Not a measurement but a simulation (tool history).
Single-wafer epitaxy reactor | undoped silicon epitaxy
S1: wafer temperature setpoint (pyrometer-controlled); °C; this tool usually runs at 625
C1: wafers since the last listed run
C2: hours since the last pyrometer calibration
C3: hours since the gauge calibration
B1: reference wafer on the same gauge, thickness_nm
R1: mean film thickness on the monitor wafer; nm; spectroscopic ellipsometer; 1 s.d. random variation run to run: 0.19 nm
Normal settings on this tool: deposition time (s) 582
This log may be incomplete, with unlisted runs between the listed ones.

run 1 hour=0 | S1=613 deposition_time_(s)=582 | C1=0 C2=547.8 C3=1188.5 | B1=60.023 | R1=39.357
run 2 hour=65.3 | S1=613 deposition_time_(s)=582 | C1=236 C2=613.1 C3=1253.8 | B1=60.027 | R1=39.313
run 3 hour=134.1 | S1=625 deposition_time_(s)=582 | C1=249 C2=681.9 C3=1322.6 | B1=59.993 | R1=54.561
run 4 hour=178.9 | S1=625 deposition_time_(s)=612 | C1=162 C2=726.7 C3=1367.4 | B1=60.028 | R1=56.844
run 5 hour=244.7 | S1=625 deposition_time_(s)=582 | C1=238 C2=792.5 C3=1433.2 | B1=59.897 | R1=54.324
run 6 hour=300.4 | S1=625 deposition_time_(s)=582 | C1=201 C2=848.2 C3=1488.9 | B1=60.081 | R1=54.098
run 7 hour=334.7 | S1=625 deposition_time_(s)=582 | C1=124 C2=882.5 C3=1523.2 | B1=60.002 | R1=54.242
run 8 hour=380.9 | S1=625 deposition_time_(s)=582 | C1=167 C2=928.7 C3=1569.4 | B1=59.955 | R1=54.336
run 9 hour=411 | S1=625 deposition_time_(s)=582 | C1=108 C2=958.8 C3=1599.5 | B1=59.991 | R1=54.328
run 10 hour=465.2 | S1=625 deposition_time_(s)=582 | C1=196 C2=1013 C3=1653.7 | B1=60.067 | R1=54.309
run 11 hour=526.4 | S1=625 deposition_time_(s)=582 | C1=221 C2=1074.2 C3=1714.9 | B1=59.965 | R1=54.205
run 12 hour=562.7 | S1=625 deposition_time_(s)=582 | C1=131 C2=1110.5 C3=1751.2 | B1=59.943 | R1=54.069
run 13 hour=631.8 | S1=625 deposition_time_(s)=670 | C1=250 C2=1179.6 C3=1820.3 | B1=60.068 | R1=62.36
run 14 hour=658.2 | S1=625 deposition_time_(s)=670 | C1=95 C2=1206 C3=1846.7 | B1=60.004 | R1=62.436
run 15 hour=687.3 | S1=625 deposition_time_(s)=582 | C1=105 C2=1235.1 C3=1875.8 | B1=60.021 | R1=54.376
run 16 hour=719.3 | S1=625 deposition_time_(s)=582 | C1=115 C2=1267.1 C3=1907.8 | B1=60.101 | R1=54.28
-- hour=750.8 gauge calibrated
run 17 hour=765.7 | S1=625 deposition_time_(s)=582 | C1=167 C2=1313.5 C3=14.9 | B1=60.043 | R1=54.021
run 18 hour=826.4 | S1=625 deposition_time_(s)=582 | C1=219 C2=1374.2 C3=75.6 | B1=60.089 | R1=54.087
run 19 hour=897.4 | S1=625 deposition_time_(s)=582 | C1=257 C2=1445.2 C3=146.6 | B1=60.063 | R1=54.111
run 20 hour=960.4 | S1=625 deposition_time_(s)=582 | C1=228 C2=1508.2 C3=209.6 | B1=59.981 | R1=54.616
run 21 hour=1009.5 | S1=625 deposition_time_(s)=582 | C1=177 C2=1557.3 C3=258.7 | B1=59.901 | R1=54.049
run 22 hour=1044.6 | S1=625 deposition_time_(s)=582 | C1=127 C2=1592.4 C3=293.8 | B1=59.94 | R1=54.374
run 23 hour=1071.3 | S1=617 deposition_time_(s)=660 | C1=96 C2=1619.1 C3=320.5 | B1=60.088 | R1=49.746
run 24 hour=1140.4 | S1=615 deposition_time_(s)=544 | C1=250 C2=1688.2 C3=389.6 | B1=59.959 | R1=38.754
run 25 hour=1181.4 | S1=625 deposition_time_(s)=582 | C1=148 C2=1729.2 C3=430.6 | B1=60.003 | R1=53.774
run 26 hour=1209.1 | S1=625 deposition_time_(s)=582 | C1=100 C2=1756.9 C3=458.3 | B1=59.905 | R1=54.378

Expected results for the next run?
run 27 hour=1258.5 | S1=625 deposition_time_(s)=670 | C1=178 C2=1806.3 C3=507.7 | B1=? | R1=?

Run 27 yielded B1 59.944, R1 62.46 nm.
Take away the tool's hidden state, keep the run-to-run variation as it was, and the same run would have given R1 62.46 nm.
